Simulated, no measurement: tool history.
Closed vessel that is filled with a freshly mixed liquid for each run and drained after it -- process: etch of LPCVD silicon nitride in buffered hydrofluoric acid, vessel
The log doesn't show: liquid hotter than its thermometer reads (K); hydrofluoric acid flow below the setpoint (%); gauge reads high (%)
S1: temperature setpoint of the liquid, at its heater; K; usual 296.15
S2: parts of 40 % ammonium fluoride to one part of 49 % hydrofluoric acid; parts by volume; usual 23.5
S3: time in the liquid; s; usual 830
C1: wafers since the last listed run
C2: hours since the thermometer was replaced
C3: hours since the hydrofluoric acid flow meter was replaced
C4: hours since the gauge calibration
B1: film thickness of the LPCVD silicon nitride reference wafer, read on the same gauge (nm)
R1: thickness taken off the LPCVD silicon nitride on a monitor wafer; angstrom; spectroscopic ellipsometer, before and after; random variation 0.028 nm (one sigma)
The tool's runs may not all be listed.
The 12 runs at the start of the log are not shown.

{"run": 13, "hour": 161.3, "S1": 296.15, "S2": 23.5, "S3": 690, "C1": 573, "C2": 798, "C3": 26.9, "C4": 348.9, "B1": 130.03, "R1": 50}
{"run": 14, "hour": 170.5, "S1": 296.15, "S2": 23.5, "S3": 830, "C1": 549, "C2": 807.2, "C3": 36.1, "C4": 358.1, "B1": 130.01, "R1": 60.8}
{"run": 15, "hour": 177.2, "S1": 296.15, "S2": 23.5, "S3": 830, "C1": 400, "C2": 813.9, "C3": 42.8, "C4": 364.8, "B1": 130.01, "R1": 60.2}
{"run": 16, "hour": 183.6, "S1": 296.15, "S2": 23.5, "S3": 830, "C1": 382, "C2": 820.3, "C3": 49.2, "C4": 371.2, "B1": 130.02, "R1": 60.6}
{"run": 17, "hour": 201.0, "S1": 292.15, "S2": 23.5, "S3": 830, "C1": 1039, "C2": 837.7, "C3": 66.6, "C4": 388.6, "B1": 129.98, "R1": 48.4}
{"hour": 205.6, "done": "thermometer replaced"}
{"run": 18, "hour": 212.4, "S1": 292.15, "S2": 23.5, "S3": 1180, "C1": 621, "C2": 6.8, "C3": 78, "C4": 400, "B1": 129.98, "R1": 59.5}
{"run": 19, "hour": 226.9, "S1": 296.15, "S2": 30, "S3": 830, "C1": 866, "C2": 21.3, "C3": 92.5, "C4": 414.5, "B1": 130, "R1": 44.2}
{"run": 20, "hour": 233.1, "S1": 299.65, "S2": 23.5, "S3": 1320, "C1": 370, "C2": 27.5, "C3": 98.7, "C4": 420.7, "B1": 130.03, "R1": 100.2}
{"run": 21, "hour": 248.4, "S1": 299.65, "S2": 23.5, "S3": 830, "C1": 914, "C2": 42.8, "C3": 114, "C4": 436, "B1": 129.99, "R1": 63.5}
{"hour": 250.9, "done": "gauge calibrated"}
{"run": 22, "hour": 265.9, "S1": 293.15, "S2": 23.5, "S3": 830, "C1": 1045, "C2": 60.3, "C3": 131.5, "C4": 15, "B1": 130.01, "R1": 44.9}
{"run": 23, "hour": 278.8, "S1": 299.15, "S2": 23.5, "S3": 1060, "C1": 770, "C2": 73.2, "C3": 144.4, "C4": 27.9, "B1": 130.01, "R1": 79.9}
{"run": 24, "hour": 291.0, "S1": 296.15, "S2": 15, "S3": 385, "C1": 728, "C2": 85.4, "C3": 156.6, "C4": 40.1, "B1": 130.02, "R1": 36.4}
{"run": 25, "hour": 304.1, "S1": 298.15, "S2": 23.5, "S3": 830, "C1": 782, "C2": 98.5, "C3": 169.7, "C4": 53.2, "B1": 130.03, "R1": 59.2}
{"run": 26, "hour": 320.7, "S1": 296.15, "S2": 28, "S3": 830, "C1": 991, "C2": 115.1, "C3": 186.3, "C4": 69.8, "B1": 129.97, "R1": 47}

What will run 27 give?
{"run": 27, "hour": 335.7, "S1": 296.15, "S2": 23.5, "S3": 830, "C1": 896, "C2": 130.1, "C3": 201.3, "C4": 84.8, "B1": "?", "R1": "?"}

{"run 27": {"B1": 130, "R1": 53.2}}
Without the tool's hidden state the same run would have given R1 51.6 angstrom.
